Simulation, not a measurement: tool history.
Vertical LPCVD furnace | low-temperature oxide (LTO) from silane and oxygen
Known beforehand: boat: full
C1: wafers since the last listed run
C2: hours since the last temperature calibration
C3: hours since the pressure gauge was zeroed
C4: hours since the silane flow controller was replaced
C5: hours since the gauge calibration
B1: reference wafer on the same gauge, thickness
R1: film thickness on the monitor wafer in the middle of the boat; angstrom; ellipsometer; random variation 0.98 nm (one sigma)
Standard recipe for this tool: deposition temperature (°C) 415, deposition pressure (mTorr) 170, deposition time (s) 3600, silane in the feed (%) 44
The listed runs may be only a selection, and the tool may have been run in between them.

run 1 hour=0.0 | deposition_temperature_(°C)=415 deposition_pressure_(mTorr)=170 deposition_time_(s)=3600 silane_in_the_feed_(%)=44 | C1=0 C2=3337.6 C3=4338.9 C4=4643.1 C5=184.6 | B1=754.32 | R1=6533.2
run 2 hour=28.2 | deposition_temperature_(°C)=415 deposition_pressure_(mTorr)=170 deposition_time_(s)=3600 silane_in_the_feed_(%)=44 | C1=279 C2=3365.8 C3=4367.1 C4=4671.3 C5=212.8 | B1=754.14 | R1=6523.3
run 3 hour=56.7 | deposition_temperature_(°C)=415 deposition_pressure_(mTorr)=170 deposition_time_(s)=3600 silane_in_the_feed_(%)=44 | C1=282 C2=3394.3 C3=4395.6 C4=4699.8 C5=241.3 | B1=754.22 | R1=6518.9
run 4 hour=85.1 | deposition_temperature_(°C)=415 deposition_pressure_(mTorr)=170 deposition_time_(s)=3600 silane_in_the_feed_(%)=44 | C1=281 C2=3422.7 C3=4424.0 C4=4728.2 C5=269.7 | B1=754.46 | R1=6523.0
run 5 hour=105.2 | deposition_temperature_(°C)=415 deposition_pressure_(mTorr)=170 deposition_time_(s)=3600 silane_in_the_feed_(%)=44 | C1=199 C2=3442.8 C3=4444.1 C4=4748.3 C5=289.8 | B1=754.26 | R1=6519.4
-- hour=112.9 gauge calibrated
run 6 hour=128.2 | deposition_temperature_(°C)=415 deposition_pressure_(mTorr)=170 deposition_time_(s)=3600 silane_in_the_feed_(%)=50 | C1=227 C2=3465.8 C3=4467.1 C4=4771.3 C5=15.3 | B1=754.15 | R1=7299.8
-- hour=157.1 silane flow controller replaced
run 7 hour=157.6 | deposition_temperature_(°C)=415 deposition_pressure_(mTorr)=170 deposition_time_(s)=3600 silane_in_the_feed_(%)=50 | C1=53 C2=3495.2 C3=4496.5 C4=0.5 C5=44.7 | B1=754.04 | R1=7315.3
run 8 hour=161.5 | deposition_temperature_(°C)=408 deposition_pressure_(mTorr)=170 deposition_time_(s)=3600 silane_in_the_feed_(%)=44 | C1=38 C2=3499.1 C3=4500.4 C4=4.4 C5=48.6 | B1=753.29 | R1=6061.3
-- hour=207.4 pressure gauge zeroed
-- hour=210.0 thermocouples replaced and temperature profile calibrated
run 9 hour=210.5 | deposition_temperature_(°C)=411 deposition_pressure_(mTorr)=170 deposition_time_(s)=2790 silane_in_the_feed_(%)=44 | C1=222 C2=0.5 C3=3.1 C4=53.4 C5=97.6 | B1=754.14 | R1=4861.1
run 10 hour=214.4 | deposition_temperature_(°C)=410 deposition_pressure_(mTorr)=195 deposition_time_(s)=3210 silane_in_the_feed_(%)=50 | C1=38 C2=4.4 C3=7.0 C4=57.3 C5=101.5 | B1=753.77 | R1=7128.4
run 11 hour=226.9 | deposition_temperature_(°C)=415 deposition_pressure_(mTorr)=170 deposition_time_(s)=3060 silane_in_the_feed_(%)=44 | C1=123 C2=16.9 C3=19.5 C4=69.8 C5=114.0 | B1=754.01 | R1=5541.3
run 12 hour=244.3 | deposition_temperature_(°C)=415 deposition_pressure_(mTorr)=170 deposition_time_(s)=3600 silane_in_the_feed_(%)=44 | C1=172 C2=34.3 C3=36.9 C4=87.2 C5=131.4 | B1=754.59 | R1=6538.5
run 13 hour=256.5 | deposition_temperature_(°C)=421 deposition_pressure_(mTorr)=170 deposition_time_(s)=4170 silane_in_the_feed_(%)=44 | C1=120 C2=46.5 C3=49.1 C4=99.4 C5=143.6 | B1=753.85 | R1=8042.0
run 14 hour=286.3 | deposition_temperature_(°C)=415 deposition_pressure_(mTorr)=155 deposition_time_(s)=3000 silane_in_the_feed_(%)=49 | C1=295 C2=76.3 C3=78.9 C4=129.2 C5=173.4 | B1=754.10 | R1=5461.8
run 15 hour=305.7 | deposition_temperature_(°C)=426 deposition_pressure_(mTorr)=145 deposition_time_(s)=3150 silane_in_the_feed_(%)=41 | C1=192 C2=95.7 C3=98.3 C4=148.6 C5=192.8 | B1=753.72 | R1=5051.9
run 16 hour=325.9 | deposition_temperature_(°C)=415 deposition_pressure_(mTorr)=170 deposition_time_(s)=3600 silane_in_the_feed_(%)=44 | C1=200 C2=115.9 C3=118.5 C4=168.8 C5=213.0 | B1=754.13 | R1=6530.7
run 17 hour=342.2 | deposition_temperature_(°C)=415 deposition_pressure_(mTorr)=170 deposition_time_(s)=3600 silane_in_the_feed_(%)=44 | C1=161 C2=132.2 C3=134.8 C4=185.1 C5=229.3 | B1=754.02 | R1=6532.3

Forecast each of these 5 alternatives for the next run:
run A hour=346.3 | deposition_temperature_(°C)=415 deposition_pressure_(mTorr)=170 deposition_time_(s)=3600 silane_in_the_feed_(%)=44 | C1=40 C2=136.3 C3=138.9 C4=189.2 C5=233.4 | B1=? | R1=?
run B hour=346.3 | deposition_temperature_(°C)=415 deposition_pressure_(mTorr)=170 deposition_time_(s)=3600 silane_in_the_feed_(%)=49 | C1=40 C2=136.3 C3=138.9 C4=189.2 C5=233.4 | B1=? | R1=?
run C hour=346.3 | deposition_temperature_(°C)=415 deposition_pressure_(mTorr)=170 deposition_time_(s)=2520 silane_in_the_feed_(%)=44 | C1=40 C2=136.3 C3=138.9 C4=189.2 C5=233.4 | B1=? | R1=?
run D hour=346.3 | deposition_temperature_(°C)=415 deposition_pressure_(mTorr)=140 deposition_time_(s)=3600 silane_in_the_feed_(%)=49 | C1=40 C2=136.3 C3=138.9 C4=189.2 C5=233.4 | B1=? | R1=?
run E hour=346.3 | deposition_temperature_(°C)=421 deposition_pressure_(mTorr)=205 deposition_time_(s)=3000 silane_in_the_feed_(%)=37 | C1=40 C2=136.3 C3=138.9 C4=189.2 C5=233.4 | B1=? | R1=?

run=A B1=754.21 R1=6517.3
run=B B1=754.21 R1=7187.9
run=C B1=754.21 R1=4562.1
run=D B1=754.21 R1=5919.5
run=E B1=754.21 R1=5740.5
With no hidden state in the tool, these same runs would have given:
run=A R1=6517.3
run=B R1=7187.9
run=C R1=4562.1
run=D R1=5919.5
run=E R1=5740.5
